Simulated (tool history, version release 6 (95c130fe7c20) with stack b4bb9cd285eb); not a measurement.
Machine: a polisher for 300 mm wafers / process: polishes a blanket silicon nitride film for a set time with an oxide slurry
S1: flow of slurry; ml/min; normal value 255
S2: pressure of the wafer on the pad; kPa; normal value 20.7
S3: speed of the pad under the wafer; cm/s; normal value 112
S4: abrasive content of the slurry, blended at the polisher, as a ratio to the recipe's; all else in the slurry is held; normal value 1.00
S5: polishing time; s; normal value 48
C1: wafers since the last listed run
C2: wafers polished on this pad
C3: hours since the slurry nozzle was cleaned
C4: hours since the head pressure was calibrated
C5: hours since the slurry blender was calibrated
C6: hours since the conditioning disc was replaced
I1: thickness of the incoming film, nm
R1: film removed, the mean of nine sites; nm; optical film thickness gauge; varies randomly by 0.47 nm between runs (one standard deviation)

run 1 day=0.000 | S1=255 S2=20.7 S3=112 S4=1.00 S5=48 | C1=0 C2=3 C3=199.3 C4=117.7 C5=147.7 C6=172.3 | I1=560.5 | R1=29.1
-- day=0.250 slurry blender recalibrated
run 2 day=0.612 | S1=255 S2=20.7 S3=112 S4=1.00 S5=48 | C1=85 C2=89 C3=214.0 C4=132.4 C5=8.7 C6=187.0 | I1=576.9 | R1=31.7
run 3 day=1.350 | S1=255 S2=20.7 S3=112 S4=1.00 S5=48 | C1=119 C2=209 C3=231.7 C4=150.1 C5=26.4 C6=204.7 | I1=561.5 | R1=31.0
run 4 day=1.971 | S1=255 S2=20.7 S3=112 S4=1.00 S5=48 | C1=100 C2=309 C3=246.6 C4=165.0 C5=41.3 C6=219.6 | I1=569.8 | R1=31.0
run 5 day=2.454 | S1=255 S2=20.7 S3=112 S4=1.00 S5=48 | C1=78 C2=388 C3=258.2 C4=176.6 C5=52.9 C6=231.2 | I1=568.2 | R1=29.9
run 6 day=2.979 | S1=255 S2=20.7 S3=112 S4=1.00 S5=48 | C1=85 C2=473 C3=270.8 C4=189.2 C5=65.5 C6=243.8 | I1=580.2 | R1=29.8
run 7 day=3.404 | S1=255 S2=20.7 S3=112 S4=1.00 S5=48 | C1=69 C2=542 C3=281.0 C4=199.4 C5=75.7 C6=254.0 | I1=569.0 | R1=29.7
-- day=4.038 slurry nozzle cleaned
run 8 day=4.058 | S1=255 S2=17.2 S3=112 S4=1.00 S5=48 | C1=99 C2=642 C3=0.5 C4=215.1 C5=91.4 C6=269.7 | I1=572.8 | R1=23.5
run 9 day=4.325 | S1=255 S2=23.4 S3=88 S4=1.10 S5=48 | C1=43 C2=685 C3=6.9 C4=221.5 C5=97.8 C6=276.1 | I1=563.3 | R1=27.5
run 10 day=4.688 | S1=285 S2=16.5 S3=138 S4=1.00 S5=41 | C1=58 C2=744 C3=15.6 C4=230.2 C5=106.5 C6=284.8 | I1=574.7 | R1=23.1
run 11 day=5.129 | S1=300 S2=22.8 S3=112 S4=1.15 S5=36 | C1=71 C2=816 C3=26.2 C4=240.8 C5=117.1 C6=295.4 | I1=572.6 | R1=25.1
run 12 day=5.692 | S1=255 S2=20.7 S3=112 S4=1.00 S5=48 | C1=91 C2=907 C3=39.7 C4=254.3 C5=130.6 C6=308.9 | I1=558.9 | R1=27.0
-- day=6.204 slurry blender recalibrated
run 13 day=6.517 | S1=180 S2=20.7 S3=112 S4=0.75 S5=48 | C1=120 C2=1027 C3=59.5 C4=274.1 C5=7.5 C6=328.7 | I1=567.4 | R1=26.3
-- day=7.046 worn pad replaced by a new one
run 14 day=7.217 | S1=205 S2=22.8 S3=128 S4=1.00 S5=34 | C1=86 C2=27 C3=76.3 C4=290.9 C5=24.3 C6=345.5 | I1=580.8 | R1=27.1
run 15 day=7.479 | S1=255 S2=20.7 S3=112 S4=1.00 S5=48 | C1=42 C2=70 C3=82.6 C4=297.2 C5=30.6 C6=351.8 | I1=564.3 | R1=32.9
run 16 day=8.067 | S1=255 S2=20.7 S3=112 S4=1.00 S5=48 | C1=95 C2=165 C3=96.7 C4=311.3 C5=44.7 C6=365.9 | I1=571.1 | R1=32.2
run 17 day=8.567 | S1=255 S2=20.7 S3=112 S4=1.00 S5=53 | C1=81 C2=246 C3=108.7 C4=323.3 C5=56.7 C6=377.9 | I1=561.2 | R1=34.4
run 18 day=9.050 | S1=255 S2=20.7 S3=112 S4=1.00 S5=48 | C1=78 C2=325 C3=120.3 C4=334.9 C5=68.3 C6=389.5 | I1=567.3 | R1=30.9
-- day=9.412 conditioning disc replaced and pad reconditioned
-- day=9.421 head pressure recalibrated
run 19 day=10.338 | S1=255 S2=17.9 S3=128 S4=0.90 S5=35 | C1=193 C2=519 C3=151.2 C4=22.0 C5=99.2 C6=22.2 | I1=579.7 | R1=21.0
run 20 day=10.662 | S1=225 S2=20.7 S3=128 S4=1.00 S5=48 | C1=52 C2=571 C3=159.0 C4=29.8 C5=107.0 C6=30.0 | I1=568.3 | R1=31.8
run 21 day=11.292 | S1=345 S2=20.7 S3=142 S4=0.80 S5=53 | C1=102 C2=674 C3=174.1 C4=44.9 C5=122.1 C6=45.1 | I1=575.1 | R1=36.7
run 22 day=12.038 | S1=170 S2=20.7 S3=132 S4=1.00 S5=31 | C1=121 C2=795 C3=192.0 C4=62.8 C5=140.0 C6=63.0 | I1=568.5 | R1=20.0
run 23 day=12.742 | S1=255 S2=20.7 S3=76 S4=1.00 S5=48 | C1=114 C2=909 C3=208.9 C4=79.7 C5=156.9 C6=79.9 | I1=570.4 | R1=19.6
run 24 day=13.146 | S1=255 S2=20.7 S3=112 S4=1.00 S5=48 | C1=65 C2=975 C3=218.6 C4=89.4 C5=166.6 C6=89.6 | I1=564.5 | R1=26.7
-- day=13.271 slurry blender recalibrated
-- day=13.862 worn pad replaced by a new one
run 25 day=13.883 | S1=255 S2=20.7 S3=112 S4=1.00 S5=43 | C1=79 C2=3 C3=236.3 C4=107.1 C5=14.7 C6=107.3 | I1=569.7 | R1=29.1
run 26 day=14.112 | S1=255 S2=20.7 S3=112 S4=1.00 S5=42 | C1=37 C2=40 C3=241.8 C4=112.6 C5=20.2 C6=112.8 | I1=571.5 | R1=28.4
run 27 day=14.383 | S1=255 S2=24.8 S3=112 S4=1.00 S5=48 | C1=43 C2=84 C3=248.3 C4=119.1 C5=26.7 C6=119.3 | I1=566.1 | R1=38.1

Each row is a separate what-if for the run after 27, all from the same tool condition, not one after another. Results?
run A day=14.400 | S1=255 S2=20.7 S3=112 S4=1.00 S5=48 | C1=2 C2=87 C3=248.7 C4=119.5 C5=27.1 C6=119.7 | I1=572.6 | R1=?
run B day=14.400 | S1=325 S2=26.9 S3=112 S4=1.10 S5=40 | C1=2 C2=87 C3=248.7 C4=119.5 C5=27.1 C6=119.7 | I1=572.6 | R1=?
run C day=14.400 | S1=255 S2=20.7 S3=122 S4=1.25 S5=48 | C1=2 C2=87 C3=248.7 C4=119.5 C5=27.1 C6=119.7 | I1=572.6 | R1=?

run=A R1=31.3
run=B R1=35.5
run=C R1=35.6
The same runs, with their run-to-run variation unchanged, on a tool lacking any hidden condition would have given:
run=A R1=32.0
run=B R1=36.2
run=C R1=36.3
